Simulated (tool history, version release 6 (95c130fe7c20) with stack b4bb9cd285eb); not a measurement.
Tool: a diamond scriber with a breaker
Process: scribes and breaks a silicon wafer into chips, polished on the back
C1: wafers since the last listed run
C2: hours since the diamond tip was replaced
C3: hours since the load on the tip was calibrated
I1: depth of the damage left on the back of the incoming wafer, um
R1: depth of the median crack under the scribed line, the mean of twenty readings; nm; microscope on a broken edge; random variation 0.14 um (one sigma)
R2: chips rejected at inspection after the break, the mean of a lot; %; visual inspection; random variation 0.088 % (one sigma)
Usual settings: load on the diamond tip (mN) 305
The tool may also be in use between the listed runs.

run 1 hour=0 | load_on_the_diamond_tip_(mN)=305 | C1=0 C2=509.7 C3=202.2 | I1=0.04 | R1=12860 R2=1.93
run 2 hour=107.6 | load_on_the_diamond_tip_(mN)=305 | C1=149 C2=617.3 C3=309.8 | I1=0.04 | R1=13120 R2=2.08
run 3 hour=183.6 | load_on_the_diamond_tip_(mN)=247 | C1=105 C2=693.3 C3=385.8 | I1=0.02 | R1=10890 R2=4.92
run 4 hour=270.1 | load_on_the_diamond_tip_(mN)=247 | C1=120 C2=779.8 C3=472.3 | I1=0.03 | R1=11040 R2=4.76
run 5 hour=349 | load_on_the_diamond_tip_(mN)=247 | C1=109 C2=858.7 C3=551.2 | I1=0.01 | R1=10960 R2=4.65
run 6 hour=435 | load_on_the_diamond_tip_(mN)=305 | C1=119 C2=944.7 C3=637.2 | I1=0.04 | R1=13400 R2=1.94
run 7 hour=487.8 | load_on_the_diamond_tip_(mN)=305 | C1=73 C2=997.5 C3=690 | I1=0.03 | R1=13520 R2=2.19
-- hour=560.2 diamond tip replaced by a new one
run 8 hour=660.5 | load_on_the_diamond_tip_(mN)=362 | C1=236 C2=100.3 C3=862.7 | I1=0.03 | R1=15410 R2=5.02
run 9 hour=709.4 | load_on_the_diamond_tip_(mN)=339 | C1=67 C2=149.2 C3=911.6 | I1=0.01 | R1=14380 R2=3.59
run 10 hour=759.6 | load_on_the_diamond_tip_(mN)=339 | C1=69 C2=199.4 C3=961.8 | I1=0.05 | R1=14830 R2=3.63
run 11 hour=805.5 | load_on_the_diamond_tip_(mN)=339 | C1=63 C2=245.3 C3=1007.7 | I1=0.04 | R1=14630 R2=3.61
run 12 hour=899.1 | load_on_the_diamond_tip_(mN)=276 | C1=129 C2=338.9 C3=1101.3 | I1=0.04 | R1=12500 R2=2.1
run 13 hour=967.7 | load_on_the_diamond_tip_(mN)=366 | C1=95 C2=407.5 C3=1169.9 | I1=0.04 | R1=15420 R2=6.05
run 14 hour=1006.2 | load_on_the_diamond_tip_(mN)=216 | C1=53 C2=446 C3=1208.4 | I1=0.04 | R1=10030 R2=8.08
run 15 hour=1052.6 | load_on_the_diamond_tip_(mN)=273 | C1=64 C2=492.4 C3=1254.8 | I1=0.05 | R1=12480 R2=2.31
-- hour=1110.9 load on the tip recalibrated
run 16 hour=1148.5 | load_on_the_diamond_tip_(mN)=366 | C1=130 C2=588.3 C3=37.6 | I1=0.04 | R1=15220 R2=4.21
run 17 hour=1215.2 | load_on_the_diamond_tip_(mN)=355 | C1=92 C2=655 C3=104.3 | I1=0.03 | R1=14690 R2=3.89
run 18 hour=1289.9 | load_on_the_diamond_tip_(mN)=277 | C1=103 C2=729.7 C3=179 | I1=0.03 | R1=11880 R2=2.7

Run 19 comes next. What will it give?
run 19 hour=1361.8 | load_on_the_diamond_tip_(mN)=241 | C1=99 C2=801.6 C3=250.9 | I1=0.03 | R1=? R2=?

Run 19 gave R1 10730 nm, R2 5.16 %.
Without the tool's hidden state the same run would have given R1 10550 nm, R2 5.72 %.
